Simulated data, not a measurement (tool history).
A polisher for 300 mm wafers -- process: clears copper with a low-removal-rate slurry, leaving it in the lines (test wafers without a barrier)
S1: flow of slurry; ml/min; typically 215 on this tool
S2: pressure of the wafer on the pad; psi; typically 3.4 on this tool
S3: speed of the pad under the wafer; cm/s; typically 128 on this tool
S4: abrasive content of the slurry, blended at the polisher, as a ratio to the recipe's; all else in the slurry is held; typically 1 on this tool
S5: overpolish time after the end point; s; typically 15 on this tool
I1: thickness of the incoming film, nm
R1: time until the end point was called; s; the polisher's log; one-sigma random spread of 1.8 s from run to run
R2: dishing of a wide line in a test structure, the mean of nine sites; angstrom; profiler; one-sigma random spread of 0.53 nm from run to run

{"run": 1, "hour": 0.0, "S1": 215, "S2": 3.4, "S3": 128, "S4": 1, "S5": 15, "I1": 652.2, "R1": 179.6, "R2": 364}
{"run": 2, "hour": 50.6, "S1": 170, "S2": 3.4, "S3": 128, "S4": 1, "S5": 15, "I1": 659.3, "R1": 187.4, "R2": 370}
{"run": 3, "hour": 112.7, "S1": 170, "S2": 3.4, "S3": 128, "S4": 1, "S5": 15, "I1": 663.1, "R1": 190.1, "R2": 362}
{"hour": 116.5, "done": "head pressure recalibrated"}
{"run": 4, "hour": 175.7, "S1": 170, "S2": 3.4, "S3": 128, "S4": 1, "S5": 15, "I1": 656.1, "R1": 176, "R2": 383}
{"run": 5, "hour": 202.2, "S1": 215, "S2": 3.4, "S3": 128, "S4": 1, "S5": 15, "I1": 652.9, "R1": 171.2, "R2": 388}
{"run": 6, "hour": 262.8, "S1": 215, "S2": 3.4, "S3": 128, "S4": 1, "S5": 15, "I1": 664.9, "R1": 173.1, "R2": 404}
{"run": 7, "hour": 314.5, "S1": 150, "S2": 3.4, "S3": 128, "S4": 1, "S5": 15, "I1": 666.8, "R1": 178.7, "R2": 379}
{"run": 8, "hour": 362.0, "S1": 215, "S2": 3.4, "S3": 128, "S4": 1, "S5": 15, "I1": 659.2, "R1": 169.7, "R2": 405}
{"hour": 396.8, "done": "worn pad replaced by a new one"}
{"hour": 399.2, "done": "slurry blender recalibrated"}
{"run": 9, "hour": 422.8, "S1": 215, "S2": 3.4, "S3": 128, "S4": 1, "S5": 15, "I1": 652, "R1": 167.5, "R2": 398}
{"run": 10, "hour": 476.4, "S1": 215, "S2": 3.4, "S3": 128, "S4": 1, "S5": 15, "I1": 663.9, "R1": 173.9, "R2": 390}
{"run": 11, "hour": 543.7, "S1": 215, "S2": 4.2, "S3": 160, "S4": 1.15, "S5": 12, "I1": 669.6, "R1": 110.7, "R2": 483}
{"hour": 602.3, "done": "head pressure recalibrated, repeated, since the last time left the tool worse"}
{"run": 12, "hour": 602.8, "S1": 215, "S2": 3.4, "S3": 128, "S4": 1, "S5": 15, "I1": 667.1, "R1": 194.8, "R2": 348}
{"hour": 617.7, "done": "slurry nozzle cleaned"}
{"run": 13, "hour": 639.1, "S1": 215, "S2": 3.4, "S3": 128, "S4": 1.2, "S5": 15, "I1": 666.9, "R1": 185.9, "R2": 376}
{"run": 14, "hour": 696.4, "S1": 215, "S2": 3.4, "S3": 128, "S4": 1.25, "S5": 15, "I1": 661.7, "R1": 183.1, "R2": 372}

Run 15, settings as shown, results not yet in. Your forecast:
{"run": 15, "hour": 733.1, "S1": 215, "S2": 3.4, "S3": 156, "S4": 1, "S5": 15, "I1": 660.6, "R1": "?", "R2": "?"}

R1: 160.1 s
R2: 416 angstrom
The same run, on a tool lacking any hidden state, would have yielded R1 162.4 s, R2 410 angstrom.
